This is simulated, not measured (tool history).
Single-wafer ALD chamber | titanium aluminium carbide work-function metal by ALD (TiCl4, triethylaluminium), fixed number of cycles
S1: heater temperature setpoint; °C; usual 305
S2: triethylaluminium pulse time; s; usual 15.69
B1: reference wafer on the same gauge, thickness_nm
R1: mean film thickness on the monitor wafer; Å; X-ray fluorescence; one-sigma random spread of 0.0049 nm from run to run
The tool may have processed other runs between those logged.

run 1 hour=0.0 | S1=301 S2=15.69 | B1=1.670 | R1=19.23
run 2 hour=37.8 | S1=301 S2=15.69 | B1=1.670 | R1=19.19
-- hour=72.5 triethylaluminium bottle replaced
run 3 hour=85.3 | S1=305 S2=15.69 | B1=1.671 | R1=19.37
run 4 hour=146.0 | S1=305 S2=15.69 | B1=1.669 | R1=19.43
run 5 hour=202.8 | S1=297 S2=14.42 | B1=1.669 | R1=18.71
run 6 hour=250.6 | S1=297 S2=14.42 | B1=1.670 | R1=18.83
run 7 hour=311.0 | S1=305 S2=15.69 | B1=1.671 | R1=19.44
-- hour=339.5 thermocouple changed; heater temperature recalibrated
run 8 hour=342.7 | S1=301 S2=19.53 | B1=1.672 | R1=18.94
-- hour=368.5 gauge calibrated
run 9 hour=375.6 | S1=298 S2=19.86 | B1=1.669 | R1=18.75
run 10 hour=412.3 | S1=297 S2=14.42 | B1=1.669 | R1=18.60
-- hour=425.5 showerhead replaced
run 11 hour=468.9 | S1=305 S2=12.50 | B1=1.671 | R1=19.06
run 12 hour=533.5 | S1=315 S2=13.47 | B1=1.671 | R1=19.94
-- hour=577.2 triethylaluminium bottle replaced
run 13 hour=578.6 | S1=309 S2=11.56 | B1=1.670 | R1=19.21
run 14 hour=646.1 | S1=305 S2=15.69 | B1=1.669 | R1=19.39
run 15 hour=802.4 | S1=299 S2=11.44 | B1=1.670 | R1=18.57

Here are 4 independent what-if runs from the current tool condition. What would each one return?
run A hour=802.8 | S1=305 S2=9.94 | B1=? | R1=?
run B hour=802.8 | S1=317 S2=15.69 | B1=? | R1=?
run C hour=802.8 | S1=313 S2=21.91 | B1=? | R1=?
run D hour=802.8 | S1=296 S2=21.21 | B1=? | R1=?

run=A B1=1.669 R1=18.65
run=B B1=1.669 R1=20.34
run=C B1=1.669 R1=20.12
run=D B1=1.669 R1=18.82
The same runs, with their run-to-run variation unchanged, on a tool lacking any hidden condition would have given:
run=A R1=18.29
run=B R1=19.96
run=C R1=19.74
run=D R1=18.45
